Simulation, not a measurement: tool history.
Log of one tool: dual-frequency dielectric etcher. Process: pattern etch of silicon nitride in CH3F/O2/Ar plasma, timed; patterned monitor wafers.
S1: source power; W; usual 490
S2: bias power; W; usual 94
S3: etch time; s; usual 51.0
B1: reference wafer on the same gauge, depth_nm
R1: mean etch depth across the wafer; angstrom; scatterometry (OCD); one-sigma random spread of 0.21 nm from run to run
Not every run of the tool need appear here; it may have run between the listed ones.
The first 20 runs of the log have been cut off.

Run 21, hour 520.1: usual settings; B1 41.48. Result: R1 408.9 angstrom.
Run 22, hour 536.3: usual settings but S3 41.5 s; B1 41.49. Result: R1 327.9 angstrom.
Run 23, hour 565.0: usual settings but S1 380 W; B1 41.50. Result: R1 378.3 angstrom.
Run 24, hour 599.8: usual settings but S1 460 W; B1 41.50. Result: R1 398.9 angstrom.
At hour 626.4: wet clean of the chamber.
Run 25, hour 626.9: usual settings but S2 80 W; B1 41.49. Result: R1 412.4 angstrom.
Run 26, hour 645.4: usual settings; B1 41.51. Result: R1 429.7 angstrom.
Run 27, hour 671.9: usual settings; B1 41.52. Result: R1 426.0 angstrom.
At hour 681.5: gauge calibrated.
Run 28, hour 686.1: usual settings but S1 440 W, S2 109 W, S3 64.0 s; B1 41.54. Result: R1 537.0 angstrom.
Run 29, hour 700.4: usual settings but S2 109 W; B1 41.57. Result: R1 440.6 angstrom.
Run 30, hour 718.8: usual settings but S1 530 W, S2 107 W, S3 40.5 s; B1 41.56. Result: R1 353.3 angstrom.

Predict each of these 4 candidate next runs independently; none follows another, all start after run 30:
Run A, hour 719.2: usual settings but S2 114 W; B1 ?. Result: R1 ?.
Run B, hour 719.2: usual settings but S1 530 W, S2 118 W, S3 56.5 s; B1 ?. Result: R1 ?.
Run C, hour 719.2: usual settings but S2 85 W, S3 62.5 s; B1 ?. Result: R1 ?.
Run D, hour 719.2: usual settings but S1 390 W, S2 70 W, S3 38.0 s; B1 ?. Result: R1 ?.

run     B1     R1
  A  41.51  440.5
  B  41.51  503.1
  C  41.51  502.4
  D  41.51  275.6
Stripped of hidden state, with their random variation kept, the same runs would have yielded:
run     R1
  A  444.4
  B  507.4
  C  506.7
  D  278.0
